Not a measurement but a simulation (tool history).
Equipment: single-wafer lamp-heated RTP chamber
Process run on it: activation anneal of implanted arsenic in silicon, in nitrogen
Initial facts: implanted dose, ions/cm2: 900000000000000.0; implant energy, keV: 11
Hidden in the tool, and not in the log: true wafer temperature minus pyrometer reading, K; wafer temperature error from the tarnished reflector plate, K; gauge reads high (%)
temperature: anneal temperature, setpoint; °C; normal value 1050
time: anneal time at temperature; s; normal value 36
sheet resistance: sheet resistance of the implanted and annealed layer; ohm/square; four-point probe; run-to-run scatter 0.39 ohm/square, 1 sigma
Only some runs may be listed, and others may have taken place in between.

run    hour  temperature  time  wafers since the last listed run  wafers since the last pyrometer calibration  wafers since the reflector plate was cleaned  hours since the gauge calibration  read-back reference wafer on the same gauge, sheet resistance  sheet resistance
  1       0         1050    36                                 0                                         5979                                         10160                              498.6                                                         108.98            113.07
       55.3  -- reflector plate cleaned
      104.4  -- pyrometer window cleaned and pyrometer calibrated
  2   192.1         1050    36                              2356                                         1173                                          1723                              690.7                                                         109.06             115.5
  3   270.6         1050    36                              1050                                         2224                                          2773                              769.2                                                         109.03            115.32
  4   342.3         1050    36                               959                                         3183                                          3733                              840.9                                                         109.01            115.27
  5   401.5         1050    36                               792                                         3975                                          4525                              900.1                                                         108.99            114.84
      577.3  -- pyrometer window cleaned and pyrometer calibrated
      577.4  -- gauge calibrated
  6   577.8         1050    36                              2252                                            6                                          6777                                0.4                                                         108.99            115.34
  7   681.3         1050    36                              1385                                         1391                                          8162                              103.9                                                         109.01             115.2
  8   777.7         1050    36                              1289                                         2681                                          9452                              200.3                                                         109.02            114.72
      850.3  -- reflector plate cleaned
  9   854.6         1050    36                               921                                         3603                                            57                              277.2                                                         109.06            115.34
 10   944.9         1061    36                              1208                                         4811                                          1265                              367.5                                                         109.02            111.74
 11  1033.9         1074    44                              1190                                         6002                                          2456                              456.5                                                         108.96            106.26
     1087.4  -- pyrometer window cleaned and pyrometer calibrated
 12  1087.9         1079    50                               615                                            7                                          3071                              510.5                                                         108.88            105.88
 13  1143.3         1021    18                               741                                          748                                          3813                              565.9                                                         109.06             136.2
 14  1209.4         1059    23                               884                                         1633                                          4697                                632                                                          108.9            118.06
 15    1274         1025    18                               864                                         2497                                          5562                              696.6                                                         109.05            132.89
 16  1347.6         1042    23                               984                                         3482                                          6547                              770.2                                                         108.96            122.58
 17  1401.4         1050    36                               719                                         4202                                          7267                                824                                                         108.97            114.42
 18  1444.1         1059    23                               571                                         4773                                          7838                              866.7                                                         108.87            117.07
 19  1503.4         1050    36                               793                                         5567                                          8632                                926                                                         108.99            113.38
     1550.6  -- pyrometer window cleaned and pyrometer calibrated
 20  1558.5         1034    23                               630                                          105                                          9262                              981.1                                                         109.01            125.71

What if the next run were any one of these 5? Each begins from the tool's condition after run 20:
  A  1558.9         1050    36                                 5                                          110                                          9267                              981.5                                                              ?                 ?
  B  1558.9         1030    44                                 5                                          110                                          9267                              981.5                                                              ?                 ?
  C  1558.9         1070    52                                 5                                          110                                          9267                              981.5                                                              ?                 ?
  D  1558.9         1033    36                                 5                                          110                                          9267                              981.5                                                              ?                 ?
  E  1558.9         1032    23                                 5                                          110                                          9267                              981.5                                                              ?                 ?

run  read-back reference wafer on the same gauge, sheet resistance  sheet resistance
  A                                                         109.07            115.94
  B                                                         109.07            118.51
  C                                                         109.07            107.62
  D                                                         109.07            120.32
  E                                                         109.07            127.36
Without the tool's hidden state the same runs would have given:
run  sheet resistance
  A            116.25
  B            118.86
  C            107.89
  D            120.69
  E            127.84
